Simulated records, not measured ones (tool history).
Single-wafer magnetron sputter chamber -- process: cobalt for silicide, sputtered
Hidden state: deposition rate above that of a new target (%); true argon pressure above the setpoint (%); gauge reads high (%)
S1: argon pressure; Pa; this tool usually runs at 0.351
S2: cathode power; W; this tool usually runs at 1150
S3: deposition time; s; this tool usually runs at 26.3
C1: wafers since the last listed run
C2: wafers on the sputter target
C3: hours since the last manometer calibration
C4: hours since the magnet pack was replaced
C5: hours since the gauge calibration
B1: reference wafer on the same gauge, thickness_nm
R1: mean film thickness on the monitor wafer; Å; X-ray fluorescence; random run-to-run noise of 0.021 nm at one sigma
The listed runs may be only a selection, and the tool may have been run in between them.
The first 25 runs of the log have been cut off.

run,day,S1,S2,S3,C1,C2,C3,C4,C5,B1,R1
# day 13.700: gauge calibrated
26,13.933,0.479,900,22.9,183,263,116.3,156.6,5.6,12.801,91.67
27,14.438,0.351,1300,21.5,257,521,128.4,168.7,17.7,12.800,127.83
28,15.000,0.253,1350,21.3,287,808,141.9,182.2,31.2,12.798,134.14
29,15.483,0.351,1150,26.3,247,1056,153.5,193.8,42.8,12.802,138.29
30,15.750,0.351,1150,26.3,136,1192,159.9,200.2,49.2,12.799,138.36
31,16.433,0.351,1150,26.3,349,1542,176.3,216.6,65.6,12.804,138.02
32,17.083,0.255,1150,21.6,332,1874,191.9,232.2,81.2,12.798,115.79
33,17.621,0.466,1150,26.3,275,2150,204.8,245.1,94.1,12.800,133.91
34,18.146,0.351,1150,26.3,268,2418,217.4,257.7,106.7,12.795,137.93
35,18.646,0.265,950,23.0,255,2674,229.4,269.7,118.7,12.803,101.54

Branching from run 35: 3 alternative next runs. What would each branch give?
A,18.662,0.351,1150,22.7,8,2683,229.8,270.1,119.1,?,?
B,18.662,0.297,1250,28.0,8,2683,229.8,270.1,119.1,?,?
C,18.662,0.351,1150,21.8,8,2683,229.8,270.1,119.1,?,?

run,B1,R1
A,12.802,118.51
B,12.802,161.00
C,12.802,113.81
What these runs would have given with no unlogged condition in the tool:
run,R1
A,119.32
B,162.10
C,114.59
